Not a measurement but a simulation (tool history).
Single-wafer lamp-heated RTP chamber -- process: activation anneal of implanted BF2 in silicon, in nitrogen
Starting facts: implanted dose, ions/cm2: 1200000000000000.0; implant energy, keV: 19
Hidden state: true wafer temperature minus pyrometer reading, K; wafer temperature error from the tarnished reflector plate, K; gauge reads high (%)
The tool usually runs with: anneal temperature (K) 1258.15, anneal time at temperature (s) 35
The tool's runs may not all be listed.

run	hour	anneal temperature (K)	anneal time at temperature (s)	wafers since the last listed run	wafers since the last pyrometer calibration	wafers since the reflector plate was cleaned	hours since the gauge calibration	read-back reference wafer on the same gauge, sheet resistance	sheet resistance of the implanted and annealed layer (ohm/square)
1	0.0	1258.15	35	0	2879	6101	1764.2	221.04	184.74
2	73.3	1258.15	35	1405	4285	7507	1837.5	220.97	183.84
3	170.0	1258.15	35	1854	6140	9362	1934.2	221.01	181.31
# hour 253.5: reflector plate cleaned
4	263.8	1280.15	35	1645	7785	196	2028.0	221.12	150.38
5	326.0	1258.15	35	1193	8978	1389	2090.2	220.92	179.45
6	408.0	1258.15	35	1572	10551	2962	2172.2	220.82	176.39
# hour 434.2: pyrometer window cleaned and pyrometer calibrated
7	475.7	1258.15	35	1145	795	4107	2239.9	220.89	168.33
8	536.5	1258.15	35	1166	1961	5273	2300.7	220.87	167.55
9	624.0	1258.15	35	1678	3639	6952	2388.2	221.01	165.91
# hour 786.1: pyrometer window cleaned and pyrometer calibrated, repeated, since the last time left the tool worse
10	818.3	1258.15	35	3573	616	10525	2582.5	221.12	186.02
# hour 830.1: reflector plate cleaned
# hour 841.0: gauge calibrated
11	874.0	1277.15	35	914	1531	842	33.0	221.00	156.47
12	966.2	1277.15	35	1768	3300	2611	125.2	221.05	155.25
13	1026.1	1277.15	35	1148	4449	3760	185.1	220.73	155.01
14	1109.8	1248.15	35	1605	6054	5365	268.8	221.04	197.09
15	1161.5	1248.15	35	991	7046	6357	320.5	221.09	195.31
16	1223.5	1258.15	35	1189	8235	7546	382.5	221.14	176.94
17	1284.7	1258.15	35	1173	9409	8720	443.7	220.90	176.56
18	1371.0	1258.15	35	1655	11064	10375	530.0	220.78	175.95
# hour 1417.5: pyrometer window cleaned and pyrometer calibrated
19	1424.0	1240.15	29	863	124	11238	583.0	221.17	222.57
# hour 1454.9: reflector plate cleaned
20	1499.1	1269.15	46	1287	1411	847	658.1	221.07	158.02
21	1540.2	1258.15	35	788	2199	1635	699.2	221.15	183.00
22	1627.4	1258.15	35	1672	3872	3308	786.4	220.97	182.04

Estimate the outcome of run 23 from the log above:
23	1726.3	1285.15	56	1896	5769	5205	885.3	?	?

Logged for run 23: read-back reference wafer on the same gauge, sheet resistance 220.82, sheet resistance of the implanted and annealed layer (ohm/square) 135.23.
Had the tool carried no hidden state, the very same run would have given sheet resistance of the implanted and annealed layer (ohm/square) 139.36.

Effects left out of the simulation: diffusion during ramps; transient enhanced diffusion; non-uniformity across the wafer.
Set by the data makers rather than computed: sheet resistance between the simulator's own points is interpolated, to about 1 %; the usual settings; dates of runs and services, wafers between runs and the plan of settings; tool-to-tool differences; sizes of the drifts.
